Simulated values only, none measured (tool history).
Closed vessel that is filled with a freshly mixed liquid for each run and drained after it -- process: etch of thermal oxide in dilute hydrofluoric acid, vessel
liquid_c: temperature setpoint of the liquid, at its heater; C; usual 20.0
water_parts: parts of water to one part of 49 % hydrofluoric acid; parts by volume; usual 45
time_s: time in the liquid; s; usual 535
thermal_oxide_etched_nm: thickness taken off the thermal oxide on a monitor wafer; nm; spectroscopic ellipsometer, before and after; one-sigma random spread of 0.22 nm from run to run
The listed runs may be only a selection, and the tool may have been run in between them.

run     day  liquid_c  water_parts  time_s  wafers since the last listed run  hours since the thermometer was replaced  hours since the hydrofluoric acid flow meter was replaced  hours since the gauge calibration  read-back film thickness of the thermal oxide reference wafer, read on the same gauge (nm)  thermal_oxide_etched_nm
  1   0.000      20.0           55     535                                 0                                    1228.4                                                      615.0                              386.2                                                                                      140.03                    42.71
  2   1.317      23.5           55     535                              1901                                    1260.0                                                      646.6                              417.8                                                                                      139.98                    49.62
  3   2.012      23.5           55     535                              1004                                    1276.7                                                      663.3                              434.5                                                                                      140.05                    49.38
      2.908  -- gauge calibrated
  4   3.292      23.5           45     535                              1847                                    1307.4                                                      694.0                                9.2                                                                                      140.00                    61.67
  5   3.817      23.5           45     535                               758                                    1320.0                                                      706.6                               21.8                                                                                      140.00                    61.54
  6   4.958      20.0           35     535                              1648                                    1347.4                                                      734.0                               49.2                                                                                      140.00                    69.06
  7   5.504      20.0           45     535                               788                                    1360.5                                                      747.1                               62.3                                                                                      139.98                    53.01
  8   6.708      20.0           45     535                              1738                                    1389.4                                                      776.0                               91.2                                                                                      140.03                    52.95
  9   7.712      20.0           50     535                              1449                                    1413.5                                                      800.1                              115.3                                                                                      140.00                    47.82
 10   8.496      20.0           50     535                              1131                                    1432.3                                                      818.9                              134.1                                                                                      140.02                    48.04
      8.904  -- hydrofluoric acid flow meter replaced
 11   9.221      20.0           45     535                               986                                    1449.7                                                        7.6                              151.5                                                                                      140.02                    50.69
 12  10.325      20.0           45     535                              1594                                    1476.2                                                       34.1                              178.0                                                                                      139.99                    50.81
 13  11.117      20.0           45     535                              1143                                    1495.2                                                       53.1                              197.0                                                                                      140.01                    50.74
 14  11.858      20.0           45     535                              1070                                    1513.0                                                       70.9                              214.8                                                                                      140.00                    51.28
 15  12.654      20.0           45     535                              1149                                    1532.1                                                       90.0                              233.9                                                                                      139.99                    50.76
 16  13.333      20.0           40     330                               980                                    1548.4                                                      106.3                              250.2                                                                                      140.00                    35.74
 17  13.875      20.0           35     345                               782                                    1561.4                                                      119.3                              263.2                                                                                      139.97                    42.74
 18  14.429      20.0           45     535                               800                                    1574.7                                                      132.6                              276.5                                                                                      139.97                    51.29
 19  15.029      23.5           45     835                               866                                    1589.1                                                      147.0                              290.9                                                                                      139.98                    91.80
 20  15.888      25.0           60     855                              1239                                    1609.7                                                      167.6                              311.5                                                                                      139.99                    74.26
 21  16.612      22.0           55     385                              1046                                    1627.1                                                      185.0                              328.9                                                                                      140.02                    32.38
 22  17.362      22.0           55     305                              1082                                    1645.1                                                      203.0                              346.9                                                                                      140.01                    25.65
 23  18.529      20.0           45     845                              1684                                    1673.1                                                      231.0                              374.9                                                                                      140.02                    81.17
 24  19.842      20.0           60     670                              1895                                    1704.6                                                      262.5                              406.4                                                                                      140.02                    47.70
     19.962  -- thermometer replaced
 25  21.271      20.0           30     535                              2003                                      31.4                                                      296.8                              440.7                                                                                      140.00                    78.70
     21.662  -- gauge calibrated
 26  22.729      20.0           65     535                              2105                                      66.4                                                      331.8                               25.6                                                                                      140.00                    35.13
 27  23.921      20.0           45     535                              1720                                      95.0                                                      360.4                               54.2                                                                                      140.02                    51.77
 28  25.304      20.0           45     535                              1997                                     128.2                                                      393.6                               87.4                                                                                      140.00                    51.42
 29  26.108      20.0           45     535                              1161                                     147.5                                                      412.9                              106.7                                                                                      139.97                    51.69
 30  26.950      20.0           45     635                              1215                                     167.7                                                      433.1                              126.9                                                                                      139.97                    61.41
 31  28.308      17.0           55     535                              1961                                     200.3                                                      465.7                              159.5                                                                                      140.02                    37.02
 32  29.662      24.0           45     535                              1955                                     232.8                                                      498.2                              192.0                                                                                      140.01                    61.71
 33  31.108      20.0           45     290                              2087                                     267.5                                                      532.9                              226.7                                                                                      140.00                    28.41
 34  31.971      20.0           45     535                              1245                                     288.2                                                      553.6                              247.4                                                                                      139.98                    51.98

Subtracting, for every run, the result it would have given without the tool's unlogged condition from the measured result gives the following. The same run-to-run variation enters both numbers; the gauge's scatter may not:
Hidden state present: liquid hotter than its thermometer reads (K); hydrofluoric acid flow above the setpoint (%); gauge reads high (%).
run  thermal_oxide_etched_nm
  1                    +1.74
  2                    +2.11
  3                    +2.15
  4                    +2.75
  5                    +2.79
  6                    +3.19
  7                    +2.50
  8                    +2.59
  9                    +2.41
 10                    +2.46
 11                    +0.09
 12                    +0.15
 13                    +0.22
 14                    +0.27
 15                    +0.33
 16                    +0.26
 17                    +0.34
 18                    +0.45
 19                    +0.89
 20                    +0.82
 21                    +0.38
 22                    +0.33
 23                    +1.16
 24                    +0.78
 25                    +1.41
 26                    +0.72
 27                    +1.13
 28                    +1.21
 29                    +1.27
 30                    +1.58
 31                    +1.03
 32                    +1.81
 33                    +0.88
 34                    +1.68
